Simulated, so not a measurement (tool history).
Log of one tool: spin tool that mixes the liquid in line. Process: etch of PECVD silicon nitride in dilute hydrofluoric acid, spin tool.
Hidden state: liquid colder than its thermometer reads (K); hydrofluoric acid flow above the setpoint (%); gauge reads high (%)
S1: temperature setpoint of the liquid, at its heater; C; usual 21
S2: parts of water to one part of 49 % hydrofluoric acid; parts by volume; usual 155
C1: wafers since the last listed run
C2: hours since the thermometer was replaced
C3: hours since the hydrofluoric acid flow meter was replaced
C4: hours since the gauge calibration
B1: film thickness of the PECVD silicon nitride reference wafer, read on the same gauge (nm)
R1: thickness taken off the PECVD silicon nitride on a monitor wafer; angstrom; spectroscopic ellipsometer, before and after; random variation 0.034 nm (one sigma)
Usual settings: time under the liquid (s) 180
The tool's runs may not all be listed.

{"run": 1, "hour": 0.0, "S1": 21, "S2": 155, "time under the liquid (s)": 180, "C1": 0, "C2": 1146.3, "C3": 180.3, "C4": 337.4, "B1": 70.022, "R1": 17.2}
{"run": 2, "hour": 36.9, "S1": 21, "S2": 155, "time under the liquid (s)": 180, "C1": 149, "C2": 1183.2, "C3": 217.2, "C4": 374.3, "B1": 69.98, "R1": 17.96}
{"run": 3, "hour": 94.4, "S1": 21, "S2": 155, "time under the liquid (s)": 180, "C1": 233, "C2": 1240.7, "C3": 274.7, "C4": 431.8, "B1": 70.02, "R1": 17.56}
{"run": 4, "hour": 148.7, "S1": 21, "S2": 155, "time under the liquid (s)": 180, "C1": 220, "C2": 1295, "C3": 329, "C4": 486.1, "B1": 70.015, "R1": 17.09}
{"run": 5, "hour": 217.9, "S1": 21, "S2": 155, "time under the liquid (s)": 180, "C1": 281, "C2": 1364.2, "C3": 398.2, "C4": 555.3, "B1": 70.005, "R1": 17.55}
{"run": 6, "hour": 268.2, "S1": 21, "S2": 155, "time under the liquid (s)": 180, "C1": 204, "C2": 1414.5, "C3": 448.5, "C4": 605.6, "B1": 70.032, "R1": 18.46}
{"run": 7, "hour": 518.8, "S1": 21, "S2": 110, "time under the liquid (s)": 105, "C1": 1018, "C2": 1665.1, "C3": 699.1, "C4": 856.2, "B1": 70.008, "R1": 15.09}
{"run": 8, "hour": 603.7, "S1": 21, "S2": 110, "time under the liquid (s)": 105, "C1": 344, "C2": 1750, "C3": 784, "C4": 941.1, "B1": 69.985, "R1": 14.94}
{"hour": 673.8, "done": "hydrofluoric acid flow meter replaced"}
{"run": 9, "hour": 683.5, "S1": 21, "S2": 110, "time under the liquid (s)": 105, "C1": 320, "C2": 1829.8, "C3": 9.7, "C4": 1020.9, "B1": 70.001, "R1": 13.55}
{"run": 10, "hour": 725.3, "S1": 21, "S2": 155, "time under the liquid (s)": 180, "C1": 169, "C2": 1871.6, "C3": 51.5, "C4": 1062.7, "B1": 69.996, "R1": 17.3}
{"run": 11, "hour": 827.6, "S1": 21, "S2": 155, "time under the liquid (s)": 180, "C1": 415, "C2": 1973.9, "C3": 153.8, "C4": 1165, "B1": 70, "R1": 17.71}
{"run": 12, "hour": 930.1, "S1": 21, "S2": 155, "time under the liquid (s)": 180, "C1": 416, "C2": 2076.4, "C3": 256.3, "C4": 1267.5, "B1": 70.01, "R1": 18.13}
{"run": 13, "hour": 1204.3, "S1": 23.5, "S2": 125, "time under the liquid (s)": 245, "C1": 1113, "C2": 2350.6, "C3": 530.5, "C4": 1541.7, "B1": 69.975, "R1": 36.19}
{"hour": 1237.8, "done": "thermometer replaced"}
{"run": 14, "hour": 1246.3, "S1": 22.5, "S2": 125, "time under the liquid (s)": 180, "C1": 166, "C2": 8.5, "C3": 572.5, "C4": 1583.7, "B1": 69.988, "R1": 24.08}
{"run": 15, "hour": 1308.8, "S1": 19, "S2": 235, "time under the liquid (s)": 75, "C1": 253, "C2": 71, "C3": 635, "C4": 1646.2, "B1": 69.995, "R1": 4.52}
{"run": 16, "hour": 1351.7, "S1": 21, "S2": 155, "time under the liquid (s)": 95, "C1": 174, "C2": 113.9, "C3": 677.9, "C4": 1689.1, "B1": 70.026, "R1": 9.6}
{"hour": 1366.8, "done": "gauge calibrated"}
{"run": 17, "hour": 1387.9, "S1": 23.5, "S2": 200, "time under the liquid (s)": 275, "C1": 147, "C2": 150.1, "C3": 714.1, "C4": 21.1, "B1": 70.033, "R1": 26.67}
{"run": 18, "hour": 1446.7, "S1": 22.5, "S2": 90, "time under the liquid (s)": 120, "C1": 238, "C2": 208.9, "C3": 772.9, "C4": 79.9, "B1": 70.017, "R1": 24.05}
{"hour": 1484.8, "done": "hydrofluoric acid flow meter replaced"}
{"run": 19, "hour": 1516.0, "S1": 21, "S2": 190, "time under the liquid (s)": 180, "C1": 277, "C2": 278.2, "C3": 31.2, "C4": 149.2, "B1": 70.016, "R1": 14.24}
{"run": 20, "hour": 1574.5, "S1": 21, "S2": 155, "time under the liquid (s)": 80, "C1": 237, "C2": 336.7, "C3": 89.7, "C4": 207.7, "B1": 70.022, "R1": 7.44}
{"run": 21, "hour": 1633.1, "S1": 17, "S2": 210, "time under the liquid (s)": 225, "C1": 238, "C2": 395.3, "C3": 148.3, "C4": 266.3, "B1": 69.997, "R1": 12.53}
{"run": 22, "hour": 1733.5, "S1": 22.5, "S2": 215, "time under the liquid (s)": 120, "C1": 407, "C2": 495.7, "C3": 248.7, "C4": 366.7, "B1": 70.024, "R1": 9.22}
{"run": 23, "hour": 1817.3, "S1": 21, "S2": 155, "time under the liquid (s)": 180, "C1": 340, "C2": 579.5, "C3": 332.5, "C4": 450.5, "B1": 70.002, "R1": 16.87}
{"run": 24, "hour": 1901.8, "S1": 21, "S2": 155, "time under the liquid (s)": 180, "C1": 343, "C2": 664, "C3": 417, "C4": 535, "B1": 69.991, "R1": 17.38}

5 ways to go on from here, each from the tool as it stands after run 24. What would each give?
{"run": "A", "hour": 1902.3, "S1": 21, "S2": 185, "time under the liquid (s)": 180, "C1": 2, "C2": 664.5, "C3": 417.5, "C4": 535.5, "B1": "?", "R1": "?"}
{"run": "B", "hour": 1902.3, "S1": 19.5, "S2": 110, "time under the liquid (s)": 75, "C1": 2, "C2": 664.5, "C3": 417.5, "C4": 535.5, "B1": "?", "R1": "?"}
{"run": "C", "hour": 1902.3, "S1": 17, "S2": 155, "time under the liquid (s)": 240, "C1": 2, "C2": 664.5, "C3": 417.5, "C4": 535.5, "B1": "?", "R1": "?"}
{"run": "D", "hour": 1902.3, "S1": 17, "S2": 155, "time under the liquid (s)": 285, "C1": 2, "C2": 664.5, "C3": 417.5, "C4": 535.5, "B1": "?", "R1": "?"}
{"run": "E", "hour": 1902.3, "S1": 21, "S2": 180, "time under the liquid (s)": 180, "C1": 2, "C2": 664.5, "C3": 417.5, "C4": 535.5, "B1": "?", "R1": "?"}

run=A B1=70.004 R1=15.13
run=B B1=70.004 R1=9.47
run=C B1=70.004 R1=18.31
run=D B1=70.004 R1=21.74
run=E B1=70.004 R1=15.54
Without the tool's hidden state the same runs would have given:
run=A R1=14.23
run=B R1=8.91
run=C R1=17.23
run=D R1=20.46
run=E R1=14.61
